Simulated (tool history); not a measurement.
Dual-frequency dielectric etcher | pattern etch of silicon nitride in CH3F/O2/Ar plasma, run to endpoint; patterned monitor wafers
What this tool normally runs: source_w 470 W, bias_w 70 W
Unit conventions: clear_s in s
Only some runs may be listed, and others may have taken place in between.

run,hour,source_w,bias_w,"incoming incoming film thickness, nm",clear_s
1,0.0,470,70,55.9,77.1
2,93.7,470,70,55.2,76.3
3,187.1,470,70,55.5,76.9
4,276.1,500,70,54.5,74.1
# hour 350.4: wet clean of the chamber
5,350.9,470,70,55.1,76.1
6,420.8,470,70,54.9,75.9
7,478.5,470,70,55.3,76.6
8,561.3,470,70,55.2,76.2
# hour 625.9: upper electrode replaced
9,626.4,470,70,54.8,76.0
10,709.7,470,70,55.7,77.5
# hour 791.9: wet clean of the chamber
11,807.5,470,70,54.7,76.7
12,906.2,470,70,55.3,76.9
13,948.7,560,70,55.2,72.1
14,1021.0,560,70,54.7,71.4
15,1098.6,540,77,54.9,69.7
16,1187.6,550,62,55.7,78.2
# hour 1232.3: wet clean of the chamber
# hour 1279.2: bias power generator calibrated
17,1279.7,470,70,54.7,76.1
18,1312.1,470,70,55.1,77.0
19,1382.3,530,75,55.1,71.6
# hour 1428.1: source power generator calibrated
20,1444.1,470,70,55.1,76.1
21,1485.7,470,70,54.7,75.0
22,1552.8,380,70,55.4,82.5
23,1613.5,570,85,55.5,64.5
# hour 1712.6: wet clean of the chamber
24,1713.1,550,62,55.2,76.5
25,1779.5,400,84,55.8,74.2

Run 26 has not been measured yet. What should we expect?
26,1953.7,470,70,54.9,?

{"run 26": {"clear_s": 75.6}}
On a tool with no hidden condition, and with the same random variation, this run would have come out at clear_s 75.5 s.
